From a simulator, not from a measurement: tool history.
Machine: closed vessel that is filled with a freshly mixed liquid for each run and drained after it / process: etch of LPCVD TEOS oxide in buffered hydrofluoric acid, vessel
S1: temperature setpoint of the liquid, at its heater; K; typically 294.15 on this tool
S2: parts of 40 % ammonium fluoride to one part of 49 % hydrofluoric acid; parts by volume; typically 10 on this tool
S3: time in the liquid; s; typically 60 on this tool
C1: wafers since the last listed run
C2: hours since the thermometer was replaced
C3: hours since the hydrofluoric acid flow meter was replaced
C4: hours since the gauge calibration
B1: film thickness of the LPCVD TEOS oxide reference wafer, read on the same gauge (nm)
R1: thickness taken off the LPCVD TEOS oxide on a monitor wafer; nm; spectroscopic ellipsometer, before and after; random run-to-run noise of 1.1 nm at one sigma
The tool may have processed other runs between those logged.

run 1 hour=0 | S1=294.15 S2=10 S3=60 | C1=0 C2=1430.6 C3=753.7 C4=879.1 | B1=120 | R1=131.12
run 2 hour=53.1 | S1=294.15 S2=10 S3=60 | C1=7073 C2=1483.7 C3=806.8 C4=932.2 | B1=119.98 | R1=130.13
run 3 hour=85.5 | S1=294.15 S2=10 S3=60 | C1=4315 C2=1516.1 C3=839.2 C4=964.6 | B1=119.99 | R1=128.98
run 4 hour=118.8 | S1=294.15 S2=10 S3=60 | C1=4435 C2=1549.4 C3=872.5 C4=997.9 | B1=119.99 | R1=130.99
run 5 hour=187.9 | S1=294.15 S2=10 S3=60 | C1=9204 C2=1618.5 C3=941.6 C4=1067 | B1=119.98 | R1=128.37
run 6 hour=225 | S1=294.15 S2=11 S3=60 | C1=4941 C2=1655.6 C3=978.7 C4=1104.1 | B1=120 | R1=116.99
run 7 hour=291.2 | S1=294.15 S2=11 S3=60 | C1=8818 C2=1721.8 C3=1044.9 C4=1170.3 | B1=120.01 | R1=119.37
run 8 hour=335.7 | S1=294.15 S2=10 S3=60 | C1=5927 C2=1766.3 C3=1089.4 C4=1214.8 | B1=120.02 | R1=128.94
-- hour=381.4 gauge calibrated
run 9 hour=386.8 | S1=294.15 S2=10 S3=60 | C1=6806 C2=1817.4 C3=1140.5 C4=5.4 | B1=120.02 | R1=129.01
run 10 hour=418.2 | S1=294.15 S2=10 S3=60 | C1=4182 C2=1848.8 C3=1171.9 C4=36.8 | B1=119.99 | R1=127.1
run 11 hour=477.6 | S1=294.15 S2=10 S3=60 | C1=7912 C2=1908.2 C3=1231.3 C4=96.2 | B1=119.99 | R1=128.04
run 12 hour=502.6 | S1=294.15 S2=10 S3=60 | C1=3330 C2=1933.2 C3=1256.3 C4=121.2 | B1=120 | R1=127.62
run 13 hour=540.4 | S1=294.15 S2=10 S3=60 | C1=5035 C2=1971 C3=1294.1 C4=159 | B1=120.01 | R1=126.79
run 14 hour=586.6 | S1=294.15 S2=10 S3=60 | C1=6153 C2=2017.2 C3=1340.3 C4=205.2 | B1=120 | R1=126.71
run 15 hour=643.4 | S1=294.15 S2=10 S3=60 | C1=7565 C2=2074 C3=1397.1 C4=262 | B1=119.99 | R1=126.34
run 16 hour=679.2 | S1=294.15 S2=9 S3=60 | C1=4768 C2=2109.8 C3=1432.9 C4=297.8 | B1=120.01 | R1=135.55
-- hour=725 thermometer replaced
run 17 hour=741.1 | S1=290.65 S2=10 S3=60 | C1=8112 C2=16.1 C3=1494.8 C4=359.7 | B1=120 | R1=116.58
run 18 hour=765.6 | S1=294.15 S2=10 S3=60 | C1=3263 C2=40.6 C3=1519.3 C4=384.2 | B1=120.03 | R1=140.41
run 19 hour=828.5 | S1=290.15 S2=10 S3=85 | C1=8378 C2=103.5 C3=1582.2 C4=447.1 | B1=120.01 | R1=161.3
run 20 hour=894.6 | S1=298.65 S2=10 S3=60 | C1=8804 C2=169.6 C3=1648.3 C4=513.2 | B1=120.01 | R1=184.29
run 21 hour=1013.2 | S1=295.65 S2=10 S3=60 | C1=15797 C2=288.2 C3=1766.9 C4=631.8 | B1=120.01 | R1=152.54
run 22 hour=1069.6 | S1=291.65 S2=7.5 S3=70 | C1=7512 C2=344.6 C3=1823.3 C4=688.2 | B1=120.02 | R1=182.69
run 23 hour=1124.5 | S1=294.15 S2=10 S3=60 | C1=7312 C2=399.5 C3=1878.2 C4=743.1 | B1=119.99 | R1=137.35
run 24 hour=1148.6 | S1=294.15 S2=6.5 S3=95 | C1=3210 C2=423.6 C3=1902.3 C4=767.2 | B1=120.02 | R1=332.61
run 25 hour=1325.8 | S1=297.15 S2=7 S3=80 | C1=23603 C2=600.8 C3=2079.5 C4=944.4 | B1=120 | R1=308.54
run 26 hour=1366.3 | S1=294.15 S2=10 S3=95 | C1=5394 C2=641.3 C3=2120 C4=984.9 | B1=120.02 | R1=217.11
-- hour=1367.6 gauge calibrated
-- hour=1371.9 hydrofluoric acid flow meter replaced
run 27 hour=1427.1 | S1=294.15 S2=10 S3=60 | C1=7965 C2=702.1 C3=55.2 C4=59.5 | B1=119.97 | R1=136.76
run 28 hour=1467.7 | S1=294.15 S2=10 S3=60 | C1=5408 C2=742.7 C3=95.8 C4=100.1 | B1=120.01 | R1=136.71
run 29 hour=1533.9 | S1=291.65 S2=8 S3=60 | C1=8818 C2=808.9 C3=162 C4=166.3 | B1=119.99 | R1=143.97
run 30 hour=1570 | S1=294.15 S2=11 S3=30 | C1=4808 C2=845 C3=198.1 C4=202.4 | B1=119.99 | R1=61.18
run 31 hour=1618.4 | S1=292.65 S2=13.5 S3=30 | C1=6447 C2=893.4 C3=246.5 C4=250.8 | B1=119.99 | R1=47.12
run 32 hour=1806.4 | S1=294.15 S2=10 S3=35 | C1=25042 C2=1081.4 C3=434.5 C4=438.8 | B1=120 | R1=78.13

Consider 3 possible next runs. They are alternatives, not a sequence: every one starts from the tool as it was left by run 32. What does each give?
run A hour=1807.1 | S1=294.15 S2=10 S3=60 | C1=93 C2=1082.1 C3=435.2 C4=439.5 | B1=? | R1=?
run B hour=1807.1 | S1=292.15 S2=10 S3=30 | C1=93 C2=1082.1 C3=435.2 C4=439.5 | B1=? | R1=?
run C hour=1807.1 | S1=294.15 S2=12.5 S3=60 | C1=93 C2=1082.1 C3=435.2 C4=439.5 | B1=? | R1=?

run=A B1=120.01 R1=132.39
run=B B1=120.01 R1=59.13
run=C B1=120.01 R1=106.47
Had the tool no hidden state, the same runs would have come out as:
run=A R1=141.48
run=B R1=63.25
run=C R1=113.79
